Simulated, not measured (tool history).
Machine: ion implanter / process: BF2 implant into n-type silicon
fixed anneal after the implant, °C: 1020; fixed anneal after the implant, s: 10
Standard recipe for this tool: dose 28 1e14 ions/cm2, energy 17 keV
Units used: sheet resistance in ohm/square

run,hour,dose,energy,wafers since the last listed run,hours since the last dose calibration,hours since the extraction supply was calibrated,hours since the gauge calibration,"read-back reference wafer on the same gauge, sheet resistance",sheet resistance
1,0,21.46,17,0,1621.5,4260.3,390,179.18,172.8
2,57.6,21.46,17,1288,1679.1,4317.9,447.6,178.97,172.73
3,87.2,25.97,19.5,662,1708.7,4347.5,477.2,179,159.3
4,124.2,25.97,19.5,827,1745.7,4384.5,514.2,178.87,159.14
5,186.5,28,17,1393,1808,4446.8,576.5,178.64,168.36
6,249.6,28,17,1411,1871.1,4509.9,639.6,178.51,168.32
7,282,28,17,724,1903.5,4542.3,672,178.4,168.36
8,333.2,28,17,1145,1954.7,4593.5,723.2,178.31,167.95
9,411.3,28,17,1746,2032.8,4671.6,801.3,178.02,167.77
10,443.5,28,17,720,2065,4703.8,833.5,177.99,167.83
11,481.5,28,17,849,2103,4741.8,871.5,177.81,167.75
12,534.8,28,17,1192,2156.3,4795.1,924.8,177.7,167.66
# hour 590.4: Faraday cup replaced and dose calibrated
13,590.9,23.3,17,1075,0.5,4851.2,980.9,177.5,170.37
14,631.9,28,21,916,41.5,4892.2,1021.9,177.41,152.15
# hour 657.9: gauge calibrated
15,690.9,36.36,12,1319,100.5,4951.2,33,179.61,191.47
16,739.8,21.44,12.5,1093,149.4,5000.1,81.9,179.48,197.41
17,792,21.46,17,1167,201.6,5052.3,134.1,179.33,173.45
# hour 809.1: extraction supply calibrated
18,835.2,32.7,21.5,787,244.8,26.1,177.3,179.23,150.14
19,867.8,21.61,19.5,729,277.4,58.7,209.9,179.15,162.01
20,929.4,28,17,1377,339,120.3,271.5,178.9,169.09
21,961.3,35.7,14,713,370.9,152.2,303.4,178.87,179.49
22,1030.4,28,17,1545,440,221.3,372.5,178.65,168.34
23,1067.5,22.03,15,829,477.1,258.4,409.6,178.62,181.71
24,1111.3,25.97,19.5,979,520.9,302.2,453.4,178.49,159.68
25,1174,36.1,19.5,1402,583.6,364.9,516.1,178.25,154.42

4 options for the next run, each taken on its own from the tool as it stands now. Forecast them:
A,1174.4,28,17,8,584,365.3,516.5,?,?
B,1174.4,28,20.5,8,584,365.3,516.5,?,?
C,1174.4,24.92,12,8,584,365.3,516.5,?,?
D,1174.4,35.71,20.5,8,584,365.3,516.5,?,?

run,"read-back reference wafer on the same gauge, sheet resistance",sheet resistance
A,178.29,168.39
B,178.29,154.7
C,178.29,196.8
D,178.29,151.6
Without the tool's hidden state the same runs would have given:
run,sheet resistance
A,170.01
B,156.19
C,198.7
D,153.06
